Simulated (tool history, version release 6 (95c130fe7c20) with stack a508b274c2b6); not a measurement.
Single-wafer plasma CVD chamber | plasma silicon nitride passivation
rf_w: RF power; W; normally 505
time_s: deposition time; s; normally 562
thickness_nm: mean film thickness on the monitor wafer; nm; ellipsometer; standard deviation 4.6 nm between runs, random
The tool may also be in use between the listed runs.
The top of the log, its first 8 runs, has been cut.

| run | day | rf_w | time_s | wafers since the last listed run | hours since the last RF generator calibration | hours since the showerhead was replaced | hours since the gauge calibration | read-back reference wafer on the same gauge, thickness_nm | thickness_nm |
|---|---|---|---|---|---|---|---|---|---|
| 9 | 7.671 | 575 | 562 | 72 | 2035.6 | 5766 | 458.4 | 722.809 | 810.322 |
|  | 8.846 | RF generator calibrated |
| 10 | 8.896 | 575 | 562 | 66 | 1.2 | 5795.4 | 487.8 | 723.228 | 815.155 |
| 11 | 9.7 | 505 | 562 | 59 | 20.5 | 5814.7 | 507.1 | 723.404 | 774.09 |
| 12 | 10.817 | 505 | 562 | 82 | 47.3 | 5841.5 | 533.9 | 724.156 | 778.812 |
| 13 | 11.796 | 540 | 533 | 72 | 70.8 | 5865 | 557.4 | 723.732 | 759.601 |
|  | 12.508 | showerhead replaced |
| 14 | 12.625 | 540 | 533 | 36 | 90.7 | 2.8 | 577.3 | 723.104 | 764.165 |
| 15 | 13.9 | 540 | 533 | 94 | 121.3 | 33.4 | 607.9 | 723.355 | 760.664 |
| 16 | 15.096 | 565 | 500 | 88 | 150 | 62.1 | 636.6 | 722.813 | 726.936 |
| 17 | 15.758 | 505 | 562 | 49 | 165.9 | 78 | 652.5 | 722.521 | 785.395 |
| 18 | 16.858 | 590 | 634 | 81 | 192.3 | 104.4 | 678.9 | 722.507 | 938.732 |

Expected results for the next run?
| 19 | 17.458 | 445 | 485 | 44 | 206.7 | 118.8 | 693.3 | ? | ? |

read-back reference wafer on the same gauge, thickness_nm: 722.074
thickness_nm: 638.906 nm
With no hidden state in the tool, this same run would have given thickness_nm 638.906 nm.

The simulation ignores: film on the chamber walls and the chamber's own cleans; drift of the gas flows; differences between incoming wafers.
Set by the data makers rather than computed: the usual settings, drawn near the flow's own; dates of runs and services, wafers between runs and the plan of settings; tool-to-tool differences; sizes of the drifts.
